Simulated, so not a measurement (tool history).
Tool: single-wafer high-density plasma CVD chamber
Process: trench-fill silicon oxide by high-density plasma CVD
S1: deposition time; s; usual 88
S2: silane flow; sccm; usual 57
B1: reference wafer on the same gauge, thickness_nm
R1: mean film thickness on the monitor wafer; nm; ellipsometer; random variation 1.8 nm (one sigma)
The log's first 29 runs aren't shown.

{"run": 30, "hour": 1480.2, "S1": 80.5, "S2": 65, "B1": 390.952, "R1": 458.502}
{"run": 31, "hour": 1626.4, "S1": 77.4, "S2": 62, "B1": 387.595, "R1": 417.312}
{"run": 32, "hour": 1656.6, "S1": 88, "S2": 57, "B1": 387.021, "R1": 438.213}
{"hour": 1687.6, "done": "gauge calibrated"}
{"run": 33, "hour": 1701.7, "S1": 88, "S2": 67, "B1": 398.771, "R1": 529.278}
{"run": 34, "hour": 1759.9, "S1": 88, "S2": 47, "B1": 398.838, "R1": 370.582}
{"run": 35, "hour": 1821.2, "S1": 88, "S2": 66, "B1": 398.265, "R1": 520.428}
{"run": 36, "hour": 1894.8, "S1": 88, "S2": 57, "B1": 398.631, "R1": 447.891}
{"run": 37, "hour": 1956.5, "S1": 88, "S2": 49, "B1": 397.722, "R1": 385.936}
{"run": 38, "hour": 2014.4, "S1": 70.5, "S2": 57, "B1": 397.426, "R1": 356.431}
{"run": 39, "hour": 2073.1, "S1": 73.9, "S2": 60, "B1": 397.005, "R1": 397.587}
{"run": 40, "hour": 2126.2, "S1": 103.2, "S2": 57, "B1": 396.885, "R1": 529.792}

Forecast run 41:
{"run": 41, "hour": 2173.6, "S1": 88, "S2": 57, "B1": "?", "R1": "?"}

{"run 41": {"B1": 396.423, "R1": 447.149}}
Without the tool's hidden state the same run would have given R1 449.375 nm.
